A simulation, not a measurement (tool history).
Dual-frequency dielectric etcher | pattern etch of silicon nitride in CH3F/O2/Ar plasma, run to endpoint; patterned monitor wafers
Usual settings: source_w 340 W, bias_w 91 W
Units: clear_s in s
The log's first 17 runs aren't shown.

| run | hour | source_w | bias_w | wafers since the last listed run | hours since the last wet clean | hours since the last source power generator calibration | hours since the last bias power generator calibration | hours since the last upper electrode change | incoming incoming film thickness, nm | clear_s |
|---|---|---|---|---|---|---|---|---|---|---|
| 18 | 1370.9 | 390 | 98 | 690 | 185.4 | 187.8 | 2500.6 | 416.3 | 45.58 | 58.6 |
| 19 | 1454.5 | 340 | 91 | 640 | 269.0 | 271.4 | 2584.2 | 499.9 | 45.78 | 64.2 |
| 20 | 1546.0 | 340 | 103 | 701 | 360.5 | 362.9 | 2675.7 | 591.4 | 45.35 | 59.4 |
|  | 1643.7 | wet clean of the chamber |
| 21 | 1644.2 | 380 | 82 | 568 | 0.5 | 461.1 | 2773.9 | 689.6 | 45.76 | 65.8 |
|  | 1654.4 | bias power generator calibrated |
| 22 | 1681.5 | 340 | 114 | 255 | 37.8 | 498.4 | 27.1 | 726.9 | 45.65 | 55.6 |
| 23 | 1732.0 | 340 | 107 | 387 | 88.3 | 548.9 | 77.6 | 777.4 | 45.30 | 57.2 |
| 24 | 1792.1 | 340 | 91 | 460 | 148.4 | 609.0 | 137.7 | 837.5 | 45.55 | 63.2 |
| 25 | 1831.5 | 340 | 105 | 302 | 187.8 | 648.4 | 177.1 | 876.9 | 45.82 | 58.7 |
| 26 | 1883.4 | 280 | 91 | 397 | 239.7 | 700.3 | 229.0 | 928.8 | 45.82 | 66.7 |
| 27 | 1970.4 | 340 | 91 | 666 | 326.7 | 787.3 | 316.0 | 1015.8 | 45.73 | 63.6 |
| 28 | 2078.3 | 270 | 82 | 827 | 434.6 | 895.2 | 423.9 | 1123.7 | 45.59 | 72.0 |
| 29 | 2128.4 | 270 | 78 | 384 | 484.7 | 945.3 | 474.0 | 1173.8 | 45.62 | 74.6 |
| 30 | 2176.6 | 340 | 76 | 369 | 532.9 | 993.5 | 522.2 | 1222.0 | 45.21 | 71.0 |
|  | 2219.5 | wet clean of the chamber |
| 31 | 2263.8 | 280 | 79 | 484 | 44.3 | 1080.7 | 609.4 | 1309.2 | 45.79 | 72.1 |
| 32 | 2314.5 | 340 | 73 | 388 | 95.0 | 1131.4 | 660.1 | 1359.9 | 45.95 | 72.4 |
| 33 | 2393.3 | 340 | 91 | 604 | 173.8 | 1210.2 | 738.9 | 1438.7 | 45.60 | 64.0 |
| 34 | 2475.2 | 400 | 91 | 627 | 255.7 | 1292.1 | 820.8 | 1520.6 | 45.84 | 61.4 |

Forecast each of these 5 alternatives for the next run:
| A | 2475.6 | 340 | 91 | 3 | 256.1 | 1292.5 | 821.2 | 1521.0 | 45.74 | ? |
| B | 2475.6 | 310 | 82 | 3 | 256.1 | 1292.5 | 821.2 | 1521.0 | 45.74 | ? |
| C | 2475.6 | 410 | 91 | 3 | 256.1 | 1292.5 | 821.2 | 1521.0 | 45.74 | ? |
| D | 2475.6 | 310 | 81 | 3 | 256.1 | 1292.5 | 821.2 | 1521.0 | 45.74 | ? |
| E | 2475.6 | 290 | 110 | 3 | 256.1 | 1292.5 | 821.2 | 1521.0 | 45.74 | ? |

| run | clear_s |
|---|---|
| A | 64.1 |
| B | 69.8 |
| C | 61.1 |
| D | 70.3 |
| E | 59.8 |
Without the tool's hidden state the same runs would have given:
| run | clear_s |
|---|---|
| A | 63.5 |
| B | 69.0 |
| C | 60.5 |
| D | 69.6 |
| E | 59.2 |
